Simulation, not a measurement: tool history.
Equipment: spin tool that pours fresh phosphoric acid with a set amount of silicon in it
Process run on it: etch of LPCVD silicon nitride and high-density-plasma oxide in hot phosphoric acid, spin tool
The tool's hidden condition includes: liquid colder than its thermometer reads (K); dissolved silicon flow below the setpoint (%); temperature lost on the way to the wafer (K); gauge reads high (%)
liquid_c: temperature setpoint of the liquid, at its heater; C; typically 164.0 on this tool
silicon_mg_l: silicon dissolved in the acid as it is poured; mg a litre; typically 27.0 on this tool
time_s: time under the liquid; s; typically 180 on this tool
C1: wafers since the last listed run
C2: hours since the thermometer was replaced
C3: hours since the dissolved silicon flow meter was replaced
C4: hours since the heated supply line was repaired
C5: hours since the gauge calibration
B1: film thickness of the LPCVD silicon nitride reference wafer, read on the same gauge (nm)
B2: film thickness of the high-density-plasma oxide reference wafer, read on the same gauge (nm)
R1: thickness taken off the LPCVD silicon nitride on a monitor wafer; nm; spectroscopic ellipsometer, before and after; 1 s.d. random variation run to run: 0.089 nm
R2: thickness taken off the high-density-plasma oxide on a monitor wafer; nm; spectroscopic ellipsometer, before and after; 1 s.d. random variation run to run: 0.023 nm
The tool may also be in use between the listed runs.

Run 1, day 0.000: usual settings; C1 0; C2 150.4; C3 924.8; C4 1868.7; C5 2043.3; B1 49.25; B2 88.731. Result: R1 21.23 nm, R2 0.535 nm.
At day 0.538: dissolved silicon flow meter replaced.
Run 2, day 1.842: usual settings; C1 202; C2 194.6; C3 31.3; C4 1912.9; C5 2087.5; B1 49.29; B2 88.693. Result: R1 21.07 nm, R2 0.510 nm.
Run 3, day 3.504: usual settings; C1 186; C2 234.5; C3 71.2; C4 1952.8; C5 2127.4; B1 49.31; B2 88.634. Result: R1 21.19 nm, R2 0.511 nm.
Run 4, day 5.604: usual settings; C1 235; C2 284.9; C3 121.6; C4 2003.2; C5 2177.8; B1 49.19; B2 88.652. Result: R1 21.04 nm, R2 0.554 nm.
Run 5, day 9.288: usual settings; C1 413; C2 373.3; C3 210.0; C4 2091.6; C5 2266.2; B1 49.26; B2 88.568. Result: R1 21.08 nm, R2 0.541 nm.
Run 6, day 12.417: usual settings but liquid_c 162.0 C, time_s 75 s; C1 351; C2 448.4; C3 285.1; C4 2166.7; C5 2341.3; B1 49.21; B2 88.548. Result: R1 8.20 nm, R2 0.199 nm.
At day 15.692: heated supply line repaired.
Run 7, day 16.488: usual settings but silicon_mg_l 41.0 mg a litre; C1 452; C2 546.1; C3 382.8; C4 19.1; C5 2439.0; B1 49.11; B2 88.482. Result: R1 21.15 nm, R2 0.272 nm.
Run 8, day 19.917: usual settings but silicon_mg_l 5.5 mg a litre; C1 385; C2 628.4; C3 465.1; C4 101.4; C5 2521.3; B1 49.12; B2 88.450. Result: R1 21.05 nm, R2 0.956 nm.
Run 9, day 22.012: usual settings but time_s 150 s; C1 235; C2 678.7; C3 515.4; C4 151.7; C5 2571.6; B1 49.11; B2 88.407. Result: R1 17.48 nm, R2 0.428 nm.
Run 10, day 25.988: usual settings but liquid_c 161.5 C, time_s 270 s; C1 446; C2 774.1; C3 610.8; C4 247.1; C5 2667.0; B1 49.07; B2 88.334. Result: R1 29.03 nm, R2 0.649 nm.
Run 11, day 28.300: usual settings but liquid_c 167.0 C; C1 259; C2 829.6; C3 666.3; C4 302.6; C5 2722.5; B1 49.06; B2 88.293. Result: R1 23.05 nm, R2 0.680 nm.
At day 29.454: gauge calibrated.
Run 12, day 32.692: usual settings but liquid_c 166.0 C, time_s 240 s; C1 493; C2 935.0; C3 771.7; C4 408.0; C5 77.7; B1 49.99; B2 90.001. Result: R1 30.62 nm, R2 0.920 nm.
At day 34.729: thermometer replaced.
Run 13, day 35.667: usual settings; C1 329; C2 22.5; C3 843.1; C4 479.4; C5 149.1; B1 49.94; B2 89.978. Result: R1 21.38 nm, R2 0.534 nm.
At day 35.858: dissolved silicon flow meter replaced.
Run 14, day 38.150: usual settings but liquid_c 162.0 C; C1 274; C2 82.1; C3 55.0; C4 539.0; C5 208.7; B1 49.95; B2 89.930. Result: R1 20.16 nm, R2 0.480 nm.
Run 15, day 40.212: usual settings but liquid_c 166.5 C, silicon_mg_l 10.5 mg a litre; C1 231; C2 131.6; C3 104.5; C4 588.5; C5 258.2; B1 49.95; B2 89.858. Result: R1 23.27 nm, R2 1.043 nm.
Run 16, day 43.246: usual settings but liquid_c 162.0 C, time_s 210 s; C1 340; C2 204.4; C3 177.3; C4 661.3; C5 331.0; B1 49.92; B2 89.828. Result: R1 23.38 nm, R2 0.547 nm.
Run 17, day 46.271: usual settings; C1 339; C2 277.0; C3 249.9; C4 733.9; C5 403.6; B1 49.91; B2 89.819. Result: R1 21.39 nm, R2 0.544 nm.
Run 18, day 49.196: usual settings but liquid_c 165.5 C, silicon_mg_l 35.0 mg a litre, time_s 115 s; C1 328; C2 347.2; C3 320.1; C4 804.1; C5 473.8; B1 49.87; B2 89.782. Result: R1 14.34 nm, R2 0.278 nm.
Run 19, day 62.450: usual settings; C1 1488; C2 665.3; C3 638.2; C4 1122.2; C5 791.9; B1 49.73; B2 89.553. Result: R1 21.44 nm, R2 0.560 nm.
Run 20, day 64.362: usual settings but time_s 125 s; C1 214; C2 711.2; C3 684.1; C4 1168.1; C5 837.8; B1 49.75; B2 89.505. Result: R1 14.92 nm, R2 0.398 nm.
Run 21, day 67.542: usual settings; C1 357; C2 787.5; C3 760.4; C4 1244.4; C5 914.1; B1 49.70; B2 89.468. Result: R1 21.43 nm, R2 0.514 nm.

Consider 4 possible next runs. They are alternatives, not a sequence: every one starts from the tool as it was left by run 21. What does each give?
Run A, day 67.562: usual settings but silicon_mg_l 21.0 mg a litre; C1 2; C2 788.0; C3 760.9; C4 1244.9; C5 914.6; B1 ?; B2 ?. Result: R1 ?, R2 ?.
Run B, day 67.562: usual settings but silicon_mg_l 39.0 mg a litre, time_s 265 s; C1 2; C2 788.0; C3 760.9; C4 1244.9; C5 914.6; B1 ?; B2 ?. Result: R1 ?, R2 ?.
Run C, day 67.562: usual settings but liquid_c 165.0 C, time_s 120 s; C1 2; C2 788.0; C3 760.9; C4 1244.9; C5 914.6; B1 ?; B2 ?. Result: R1 ?, R2 ?.
Run D, day 67.562: usual settings but liquid_c 162.5 C, silicon_mg_l 12.0 mg a litre, time_s 75 s; C1 2; C2 788.0; C3 760.9; C4 1244.9; C5 914.6; B1 ?; B2 ?. Result: R1 ?, R2 ?.

run     B1      B2     R1     R2
  A  49.70  89.480  21.29  0.658
  B  49.70  89.480  31.34  0.456
  C  49.70  89.480  14.66  0.388
  D  49.70  89.480   8.44  0.311
Stripped of hidden state, with their random variation kept, the same runs would have yielded:
run     R1     R2
  A  21.41  0.661
  B  31.52  0.458
  C  14.75  0.390
  D   8.49  0.312
